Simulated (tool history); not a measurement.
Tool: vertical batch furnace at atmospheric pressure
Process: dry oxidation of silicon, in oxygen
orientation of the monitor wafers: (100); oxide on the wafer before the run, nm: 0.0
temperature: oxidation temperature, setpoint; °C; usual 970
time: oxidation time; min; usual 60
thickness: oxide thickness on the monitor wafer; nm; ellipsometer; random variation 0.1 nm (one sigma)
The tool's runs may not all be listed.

run    hour  temperature  time  read-back reference wafer on the same gauge, thickness  thickness
  1       0          970    75                                                   40.59      43.38
  2    75.7          970    75                                                   40.57       43.6
  3   141.6          970    60                                                   40.57      37.45
  4   230.5          970    60                                                   40.58      37.63
  5   270.2          970    60                                                   40.54      37.53
      341.5  -- thermocouples replaced and temperature profile calibrated
  6   346.6          970  43.5                                                   40.58      30.04
  7   407.5          970  43.5                                                   40.62      30.04
  8   692.7          970  43.5                                                   40.58      30.29
  9   793.3          959    60                                                   40.56      34.19
 10     897          959    60                                                   40.64      34.31
 11   969.7          970    60                                                   40.63      37.16
 12  1017.7          970    60                                                   40.59      37.31
 13    1100          970    60                                                   40.63      37.47
 14  1144.9          978    69                                                   40.58      43.64
 15    1195          970    60                                                   40.59       37.4
 16  1267.4          976    60                                                    40.6      39.22
     1389.3  -- boat lift adjusted
 17  1389.8          976    60                                                   40.63      39.12
 18  1420.4          976    60                                                   40.56      39.16
 19  1469.1          970    60                                                   40.67      37.26
 20  1575.3          970    60                                                   40.59      37.47
 21  1677.8          991    69                                                   40.65      49.42
 22    1729          994    43                                                   40.61       37.9
 23  1836.6          981  73.5                                                   40.59      46.95
 24  2010.6          962  37.5                                                   40.62      26.33
 25    2055          990    60                                                    40.6      44.76
       2081  -- gauge calibrated
 26  2145.7          970    60                                                   40.59      37.49
     2188.3  -- thermocouples replaced and temperature profile calibrated
 27  2206.7          983    82                                                   40.55       50.3
 28  2284.7          970    79                                                   40.63      44.09
 29    2335          991    60                                                   40.63      44.16
 30  2436.9          988  42.5                                                   40.57      34.47
 31  2553.6          946    35                                                   40.57      20.93
 32  2659.9          992  49.5                                                   40.54      39.82
 33  2730.5          970    60                                                   40.58      37.23
 34  2807.5          970    50                                                   40.54      33.14
 35  2901.2          954    78                                                   40.64      38.83
 36  2952.7          959  51.5                                                   40.62      30.99
 37    3042          970    41                                                   40.57      29.39
 38  3114.5          954    46                                                    40.6      27.66

Measured less the same run without the tool's hidden state. The same run-to-run variation is in both; the gauge's scatter may not be:
The hidden state here: true tube temperature minus thermocouple reading, K; monitor wafer colder than the profiled boat position, K; gauge reads high (%).
run  thickness
  1      +0.87
  2      +0.89
  3      +0.76
  4      +0.78
  5      +0.78
  6      +0.09
  7      +0.14
  8      +0.35
  9      +0.55
 10      +0.61
 11      +0.59
 12      +0.62
 13      +0.65
 14      +0.85
 15      +0.68
 16      +0.78
 17      +0.82
 18      +0.82
 19      +0.75
 20      +0.78
 21       +1.4
 22      +1.11
 23      +1.18
 24      +0.65
 25      +1.32
 26      +0.84
 27      +0.08
 28      +0.16
 29       +0.3
 30      +0.34
 31      +0.33
 32      +0.64
 33      +0.48
 34      +0.46
 35      +0.77
 36      +0.57
 37      +0.48
 38      +0.65

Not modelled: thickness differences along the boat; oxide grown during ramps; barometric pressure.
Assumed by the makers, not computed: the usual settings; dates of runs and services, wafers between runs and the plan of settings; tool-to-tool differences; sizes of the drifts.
